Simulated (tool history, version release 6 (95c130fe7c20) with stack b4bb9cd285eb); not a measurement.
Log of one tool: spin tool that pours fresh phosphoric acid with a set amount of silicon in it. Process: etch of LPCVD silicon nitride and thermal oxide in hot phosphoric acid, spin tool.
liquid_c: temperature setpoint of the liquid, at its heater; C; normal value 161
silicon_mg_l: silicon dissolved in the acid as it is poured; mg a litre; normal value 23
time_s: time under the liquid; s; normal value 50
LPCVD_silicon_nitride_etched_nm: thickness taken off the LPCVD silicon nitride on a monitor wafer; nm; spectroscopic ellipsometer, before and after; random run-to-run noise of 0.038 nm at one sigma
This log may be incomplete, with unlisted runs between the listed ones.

| run | hour | liquid_c | silicon_mg_l | time_s | wafers since the last listed run | hours since the thermometer was replaced | hours since the dissolved silicon flow meter was replaced | hours since the heated supply line was repaired | hours since the gauge calibration | read-back film thickness of the LPCVD silicon nitride reference wafer, read on the same gauge (nm) | LPCVD_silicon_nitride_etched_nm |
|---|---|---|---|---|---|---|---|---|---|---|---|
| 1 | 0 | 161 | 8.5 | 50 | 0 | 768.9 | 635.8 | 1599.7 | 1412.3 | 149.992 | 4.588 |
| 2 | 48.4 | 161 | 37.5 | 50 | 779 | 817.3 | 684.2 | 1648.1 | 1460.7 | 149.999 | 4.502 |
|  | 95.8 | thermometer replaced |
| 3 | 125.5 | 161 | 37.5 | 50 | 1226 | 29.7 | 761.3 | 1725.2 | 1537.8 | 150.004 | 4.562 |
| 4 | 173.8 | 161 | 23 | 50 | 778 | 78 | 809.6 | 1773.5 | 1586.1 | 150.001 | 4.46 |
| 5 | 251.7 | 161 | 23 | 50 | 1255 | 155.9 | 887.5 | 1851.4 | 1664 | 150.029 | 4.492 |
| 6 | 292.5 | 161 | 36 | 70 | 657 | 196.7 | 928.3 | 1892.2 | 1704.8 | 149.938 | 6.204 |
| 7 | 384.9 | 161 | 9.5 | 50 | 1488 | 289.1 | 1020.7 | 1984.6 | 1797.2 | 149.998 | 4.461 |
| 8 | 438.6 | 160 | 41.5 | 80 | 865 | 342.8 | 1074.4 | 2038.3 | 1850.9 | 149.996 | 6.881 |
|  | 463.4 | gauge calibrated |
| 9 | 483.4 | 161 | 23 | 35 | 721 | 387.6 | 1119.2 | 2083.1 | 20 | 150.009 | 3.123 |
| 10 | 587.4 | 162.5 | 40.5 | 40 | 1675 | 491.6 | 1223.2 | 2187.1 | 124 | 150.052 | 3.741 |
| 11 | 666.8 | 164 | 18 | 25 | 1279 | 571 | 1302.6 | 2266.5 | 203.4 | 149.943 | 2.475 |
| 12 | 756.2 | 161 | 23 | 50 | 1440 | 660.4 | 1392 | 2355.9 | 292.8 | 150.025 | 4.449 |
| 13 | 825.5 | 160 | 28 | 75 | 1116 | 729.7 | 1461.3 | 2425.2 | 362.1 | 150.003 | 6.369 |
|  | 905.3 | heated supply line repaired |
| 14 | 907.1 | 161 | 23 | 50 | 1298 | 811.3 | 1542.9 | 1.8 | 443.7 | 150.014 | 4.702 |
| 15 | 957 | 158.5 | 33 | 50 | 804 | 861.2 | 1592.8 | 51.7 | 493.6 | 150.003 | 4.327 |
|  | 969.3 | thermometer replaced |
| 16 | 996.1 | 163 | 23 | 40 | 613 | 26.8 | 1631.9 | 90.8 | 532.7 | 149.96 | 4.038 |
|  | 1090.7 | dissolved silicon flow meter replaced |
| 17 | 1093.1 | 162.5 | 13.5 | 30 | 1546 | 123.8 | 2.4 | 187.8 | 629.7 | 149.996 | 2.985 |
| 18 | 1197.1 | 162.5 | 10.5 | 65 | 1675 | 227.8 | 106.4 | 291.8 | 733.7 | 149.972 | 6.363 |
| 19 | 1474.5 | 158.5 | 34.5 | 35 | 4469 | 505.2 | 383.8 | 569.2 | 1011.1 | 150.017 | 3.025 |
| 20 | 1530.9 | 159.5 | 10.5 | 25 | 908 | 561.6 | 440.2 | 625.6 | 1067.5 | 149.974 | 2.212 |

What does the tool deliver on the next run?
| 21 | 1569.8 | 158.5 | 8.5 | 75 | 626 | 600.5 | 479.1 | 664.5 | 1106.4 | ? | ? |

read-back film thickness of the LPCVD silicon nitride reference wafer, read on the same gauge (nm): 150.017
LPCVD_silicon_nitride_etched_nm: 6.494 nm
Without the tool's hidden state the same run would have given LPCVD_silicon_nitride_etched_nm 6.621 nm.
